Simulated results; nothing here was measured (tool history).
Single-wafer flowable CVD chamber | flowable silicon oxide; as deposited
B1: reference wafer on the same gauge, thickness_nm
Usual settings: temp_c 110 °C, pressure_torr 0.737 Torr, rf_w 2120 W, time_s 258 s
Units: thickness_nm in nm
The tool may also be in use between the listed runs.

Run 1, hour 0.0: usual settings; B1 94.958. Result: thickness_nm 121.064 nm.
Run 2, hour 17.0: usual settings; B1 94.990. Result: thickness_nm 121.480 nm.
Run 3, hour 32.3: usual settings; B1 94.979. Result: thickness_nm 121.450 nm.
Run 4, hour 51.9: usual settings but pressure_torr 0.639 Torr; B1 94.943. Result: thickness_nm 104.877 nm.
Run 5, hour 58.0: usual settings; B1 95.054. Result: thickness_nm 122.062 nm.
At hour 60.5: gauge calibrated.
Run 6, hour 66.0: usual settings; B1 94.998. Result: thickness_nm 121.584 nm.
Run 7, hour 82.2: usual settings; B1 94.933. Result: thickness_nm 122.269 nm.
Run 8, hour 89.2: usual settings; B1 94.944. Result: thickness_nm 121.890 nm.
Run 9, hour 103.2: usual settings; B1 95.056. Result: thickness_nm 122.216 nm.
Run 10, hour 120.9: usual settings; B1 95.035. Result: thickness_nm 122.256 nm.
Run 11, hour 132.0: usual settings but time_s 232 s; B1 95.064. Result: thickness_nm 110.262 nm.
At hour 151.7: capacitance manometer re-zeroed and calibrated.
Run 12, hour 152.2: usual settings but time_s 240 s; B1 94.964. Result: thickness_nm 114.192 nm.
Run 13, hour 164.4: usual settings but time_s 240 s; B1 94.981. Result: thickness_nm 114.652 nm.
Run 14, hour 181.1: usual settings but time_s 240 s; B1 94.878. Result: thickness_nm 115.189 nm.
Run 15, hour 196.3: usual settings but temp_c 116 °C, pressure_torr 0.629 Torr, rf_w 1995 W, time_s 296 s; B1 94.875. Result: thickness_nm 100.387 nm.
Run 16, hour 209.7: usual settings but temp_c 116 °C, pressure_torr 0.891 Torr, rf_w 1850 W, time_s 228 s; B1 95.156. Result: thickness_nm 106.419 nm.
Run 17, hour 221.3: usual settings but temp_c 119 °C, pressure_torr 0.665 Torr, rf_w 2355 W, time_s 226 s; B1 95.023. Result: thickness_nm 77.953 nm.
Run 18, hour 234.9: usual settings but pressure_torr 0.805 Torr, rf_w 1860 W; B1 94.969. Result: thickness_nm 130.344 nm.
Run 19, hour 244.3: usual settings but pressure_torr 0.846 Torr; B1 94.978. Result: thickness_nm 143.497 nm.
Run 20, hour 259.0: usual settings; B1 95.028. Result: thickness_nm 125.014 nm.
At hour 273.5: RF generator calibrated.
Run 21, hour 274.0: usual settings but temp_c 124 °C, pressure_torr 0.895 Torr, rf_w 1770 W, time_s 214 s; B1 94.983. Result: thickness_nm 82.666 nm.
At hour 280.3: gauge calibrated.
Run 22, hour 285.5: usual settings but pressure_torr 0.862 Torr, rf_w 2530 W; B1 94.919. Result: thickness_nm 154.647 nm.
At hour 302.1: showerhead replaced.
Run 23, hour 302.6: usual settings; B1 95.008. Result: thickness_nm 127.870 nm.
At hour 320.0: thermocouple changed; heater temperature recalibrated.
Run 24, hour 320.5: usual settings but pressure_torr 0.846 Torr, time_s 223 s; B1 95.025. Result: thickness_nm 107.246 nm.
Run 25, hour 333.2: usual settings but temp_c 122 °C, rf_w 1885 W, time_s 307 s; B1 95.003. Result: thickness_nm 90.310 nm.

The next listed run, before its measurement:
Run 26, hour 343.8: usual settings but pressure_torr 0.639 Torr; B1 ?. Result: thickness_nm ?.

Run 26 gave B1 94.985, thickness_nm 94.088 nm.
Without the tool's hidden state the same run would have given thickness_nm 94.228 nm.
